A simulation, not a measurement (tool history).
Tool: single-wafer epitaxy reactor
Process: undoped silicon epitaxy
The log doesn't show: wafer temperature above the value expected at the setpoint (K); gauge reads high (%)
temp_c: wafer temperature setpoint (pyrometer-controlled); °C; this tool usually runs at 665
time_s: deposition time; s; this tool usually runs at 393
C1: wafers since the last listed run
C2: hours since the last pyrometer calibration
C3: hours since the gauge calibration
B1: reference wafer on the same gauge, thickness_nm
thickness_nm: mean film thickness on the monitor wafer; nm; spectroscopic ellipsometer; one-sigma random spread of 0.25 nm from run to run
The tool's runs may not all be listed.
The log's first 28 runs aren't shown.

run 29 hour=741.6 | temp_c=669 time_s=393 | C1=166 C2=430.7 C3=328.3 | B1=115.407 | thickness_nm=107.936
run 30 hour=771.9 | temp_c=665 time_s=393 | C1=157 C2=461 C3=358.6 | B1=115.466 | thickness_nm=98.437
run 31 hour=797 | temp_c=654 time_s=470 | C1=130 C2=486.1 C3=383.7 | B1=115.632 | thickness_nm=90.361
run 32 hour=820 | temp_c=669 time_s=352 | C1=119 C2=509.1 C3=406.7 | B1=115.614 | thickness_nm=97.08
run 33 hour=855.8 | temp_c=665 time_s=393 | C1=186 C2=544.9 C3=442.5 | B1=115.684 | thickness_nm=98.235
run 34 hour=882.1 | temp_c=665 time_s=393 | C1=137 C2=571.2 C3=468.8 | B1=115.76 | thickness_nm=98.697
run 35 hour=917.3 | temp_c=658 time_s=372 | C1=183 C2=606.4 C3=504 | B1=115.875 | thickness_nm=79.315
run 36 hour=947.8 | temp_c=653 time_s=324 | C1=158 C2=636.9 C3=534.5 | B1=115.8 | thickness_nm=60.821
run 37 hour=970.9 | temp_c=671 time_s=435 | C1=120 C2=660 C3=557.6 | B1=115.899 | thickness_nm=126.499

4 options for the next run, each taken on its own from the tool as it stands now. Forecast them:
run A hour=971.4 | temp_c=665 time_s=343 | C1=2 C2=660.5 C3=558.1 | B1=? | thickness_nm=?
run B hour=971.4 | temp_c=671 time_s=360 | C1=2 C2=660.5 C3=558.1 | B1=? | thickness_nm=?
run C hour=971.4 | temp_c=674 time_s=426 | C1=2 C2=660.5 C3=558.1 | B1=? | thickness_nm=?
run D hour=971.4 | temp_c=675 time_s=469 | C1=2 C2=660.5 C3=558.1 | B1=? | thickness_nm=?

run=A B1=115.984 thickness_nm=86.278
run=B B1=115.984 thickness_nm=104.502
run=C B1=115.984 thickness_nm=132.74
run=D B1=115.984 thickness_nm=149.615
The same runs, with their run-to-run variation unchanged, on a tool lacking any hidden condition would have given:
run=A thickness_nm=84.28
run=B thickness_nm=102.082
run=C thickness_nm=129.667
run=D thickness_nm=146.15
